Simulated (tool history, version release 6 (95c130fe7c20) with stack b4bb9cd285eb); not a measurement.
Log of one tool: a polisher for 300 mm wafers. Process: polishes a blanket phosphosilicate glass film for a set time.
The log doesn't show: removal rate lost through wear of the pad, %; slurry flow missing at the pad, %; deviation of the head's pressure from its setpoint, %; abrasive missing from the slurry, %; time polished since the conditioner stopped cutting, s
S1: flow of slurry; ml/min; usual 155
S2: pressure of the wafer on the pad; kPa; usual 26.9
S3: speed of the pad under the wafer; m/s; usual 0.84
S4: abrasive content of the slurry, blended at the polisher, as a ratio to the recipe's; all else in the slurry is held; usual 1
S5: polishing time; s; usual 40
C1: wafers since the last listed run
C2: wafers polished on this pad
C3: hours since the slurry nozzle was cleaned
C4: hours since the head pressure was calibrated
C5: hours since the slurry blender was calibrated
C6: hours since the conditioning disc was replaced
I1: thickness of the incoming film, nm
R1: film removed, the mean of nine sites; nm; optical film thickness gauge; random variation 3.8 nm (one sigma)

run 1 hour=0 | S1=155 S2=26.9 S3=0.84 S4=1 S5=40 | C1=0 C2=9093 C3=291.9 C4=248.2 C5=392.3 C6=287.8 | I1=2857.9 | R1=290
-- hour=29.5 worn pad replaced by a new one
run 2 hour=69.4 | S1=155 S2=26.9 S3=0.84 S4=1 S5=40 | C1=816 C2=497 C3=361.3 C4=317.6 C5=461.7 C6=357.2 | I1=2826.9 | R1=290.6
run 3 hour=117.8 | S1=155 S2=26.9 S3=0.84 S4=1 S5=40 | C1=604 C2=1101 C3=409.7 C4=366 C5=510.1 C6=405.6 | I1=2838.5 | R1=290
run 4 hour=210.2 | S1=155 S2=26.9 S3=0.84 S4=1 S5=40 | C1=1153 C2=2255 C3=502.1 C4=458.4 C5=602.5 C6=498 | I1=2844.1 | R1=280.2
run 5 hour=258.8 | S1=155 S2=32.4 S3=0.94 S4=1.15 S5=33 | C1=606 C2=2861 C3=550.7 C4=507 C5=651.1 C6=546.6 | I1=2756.4 | R1=312.9
-- hour=291 slurry blender recalibrated
-- hour=324.5 conditioning disc replaced and pad reconditioned
run 6 hour=334.8 | S1=155 S2=26.9 S3=0.72 S4=1.3 S5=40 | C1=898 C2=3760 C3=626.7 C4=583 C5=43.8 C6=10.3 | I1=2816.4 | R1=309.8
run 7 hour=420.2 | S1=155 S2=26.9 S3=0.84 S4=1 S5=40 | C1=1066 C2=4826 C3=712.1 C4=668.4 C5=129.2 C6=95.7 | I1=2810.7 | R1=296.6
run 8 hour=468 | S1=155 S2=26.9 S3=0.84 S4=1.15 S5=40 | C1=596 C2=5423 C3=759.9 C4=716.2 C5=177 C6=143.5 | I1=2777.5 | R1=307.7
-- hour=473.2 head pressure recalibrated
run 9 hour=531.9 | S1=155 S2=26.9 S3=0.84 S4=1 S5=40 | C1=772 C2=6196 C3=823.8 C4=58.7 C5=240.9 C6=207.4 | I1=2780.5 | R1=287.8
-- hour=562.7 slurry nozzle cleaned
run 10 hour=571.7 | S1=155 S2=26.9 S3=0.84 S4=1 S5=40 | C1=484 C2=6680 C3=9 C4=98.5 C5=280.7 C6=247.2 | I1=2848.7 | R1=286.2
run 11 hour=669.8 | S1=155 S2=26.9 S3=0.84 S4=1 S5=40 | C1=1224 C2=7905 C3=107.1 C4=196.6 C5=378.8 C6=345.3 | I1=2834 | R1=282.8
-- hour=690.3 worn pad replaced by a new one
run 12 hour=732.6 | S1=190 S2=24.1 S3=1.12 S4=1 S5=40 | C1=734 C2=528 C3=169.9 C4=259.4 C5=441.6 C6=408.1 | I1=2827.7 | R1=307.2
run 13 hour=827.9 | S1=155 S2=26.9 S3=1.12 S4=1 S5=50 | C1=1189 C2=1717 C3=265.2 C4=354.7 C5=536.9 C6=503.4 | I1=2778.9 | R1=404.8
run 14 hour=864 | S1=155 S2=26.9 S3=0.56 S4=1 S5=48 | C1=450 C2=2168 C3=301.3 C4=390.8 C5=573 C6=539.5 | I1=2809.5 | R1=279.3
run 15 hour=931.3 | S1=155 S2=26.9 S3=0.84 S4=1 S5=40 | C1=840 C2=3008 C3=368.6 C4=458.1 C5=640.3 C6=606.8 | I1=2823.5 | R1=286.7
-- hour=1038 slurry blender recalibrated
-- hour=1092.8 head pressure recalibrated
-- hour=1098.8 conditioning disc replaced and pad reconditioned
run 16 hour=1220.3 | S1=125 S2=26.9 S3=0.64 S4=0.9 S5=40 | C1=3532 C2=6541 C3=657.6 C4=127.5 C5=182.3 C6=121.5 | I1=2777.9 | R1=233.9
run 17 hour=1271.3 | S1=155 S2=26.9 S3=0.84 S4=1 S5=40 | C1=636 C2=7178 C3=708.6 C4=178.5 C5=233.3 C6=172.5 | I1=2794.4 | R1=291.1
run 18 hour=1338.9 | S1=140 S2=18.6 S3=0.84 S4=1 S5=40 | C1=843 C2=8022 C3=776.2 C4=246.1 C5=300.9 C6=240.1 | I1=2812.3 | R1=199.7
-- hour=1401 worn pad replaced by a new one
-- hour=1411.1 slurry nozzle cleaned
run 19 hour=1480.9 | S1=155 S2=26.9 S3=0.84 S4=1 S5=44 | C1=1710 C2=984 C3=69.8 C4=388.1 C5=442.9 C6=382.1 | I1=2839.2 | R1=305.9
run 20 hour=1532.3 | S1=155 S2=26.9 S3=0.84 S4=1 S5=31 | C1=641 C2=1626 C3=121.2 C4=439.5 C5=494.3 C6=433.5 | I1=2813.8 | R1=216.3
run 21 hour=1601.7 | S1=135 S2=26.9 S3=0.84 S4=1 S5=40 | C1=866 C2=2492 C3=190.6 C4=508.9 C5=563.7 C6=502.9 | I1=2865.1 | R1=276.4
run 22 hour=1682.3 | S1=155 S2=26.9 S3=0.84 S4=0.75 S5=28 | C1=1006 C2=3499 C3=271.2 C4=589.5 C5=644.3 C6=583.5 | I1=2873.6 | R1=174.7

The next listed run, before its measurement:
-- hour=1730.5 head pressure recalibrated
run 23 hour=1737.7 | S1=205 S2=26.9 S3=0.84 S4=0.75 S5=40 | C1=666 C2=4165 C3=326.6 C4=7.2 C5=699.7 C6=638.9 | I1=2802.8 | R1=?

Run 23 gave R1 256.4 nm.
Without the tool's hidden state the same run would have given R1 279.6 nm.
